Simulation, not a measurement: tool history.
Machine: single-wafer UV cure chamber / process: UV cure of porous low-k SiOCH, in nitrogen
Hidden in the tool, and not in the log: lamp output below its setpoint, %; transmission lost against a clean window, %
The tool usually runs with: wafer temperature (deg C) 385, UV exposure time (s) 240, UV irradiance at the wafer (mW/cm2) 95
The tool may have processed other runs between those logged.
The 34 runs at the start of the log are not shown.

run    hour  wafer temperature (deg C)  UV exposure time (s)  UV irradiance at the wafer (mW/cm2)  wafers since the last listed run  hours since the UV bulbs were replaced  wafers since the quartz window was cleaned  loss of film thickness in the cure (%)
 35   742.8                        385                   115                                   95                               128                                   299.6                                        2632                                   9.099
 36   761.9                        385                   240                                   69                               148                                   318.7                                        2781                                  11.095
      786.4  -- quartz window cleaned
 37   786.9                        398                   100                                  123                               132                                   343.7                                           3                                   9.933
 38   806.0                        385                   240                                   95                               148                                   362.8                                         152                                  12.299
 39   831.6                        385                   240                                   71                               199                                   388.4                                         351                                  11.166
 40   910.0                        385                   240                                   95                               610                                   466.8                                         961                                  12.314
 41   939.5                        385                   240                                   95                               229                                   496.3                                        1191                                  12.397
 42   959.3                        385                   150                                   95                               154                                   516.1                                        1345                                  10.267
 43   982.1                        385                   240                                  133                               177                                   538.9                                        1522                                  13.669
 44  1003.3                        385                   135                                   95                               164                                   560.1                                        1687                                   9.618
 45  1035.3                        374                   320                                   95                               249                                   592.1                                        1936                                  13.820

What if the next run were any one of these 3? Each begins from the tool's condition after run 45:
  A  1035.8                        385                   240                                   68                                 3                                   592.6                                        1940                                       ?
  B  1035.8                        392                   240                                  130                                 3                                   592.6                                        1940                                       ?
  C  1035.8                        370                   180                                   79                                 3                                   592.6                                        1940                                       ?

run  loss of film thickness in the cure (%)
  A                                  10.755
  B                                  13.893
  C                                   9.871
With the hidden condition removed and each run's random variation left untouched, the same runs would have given:
run  loss of film thickness in the cure (%)
  A                                  10.944
  B                                  14.094
  C                                  10.056

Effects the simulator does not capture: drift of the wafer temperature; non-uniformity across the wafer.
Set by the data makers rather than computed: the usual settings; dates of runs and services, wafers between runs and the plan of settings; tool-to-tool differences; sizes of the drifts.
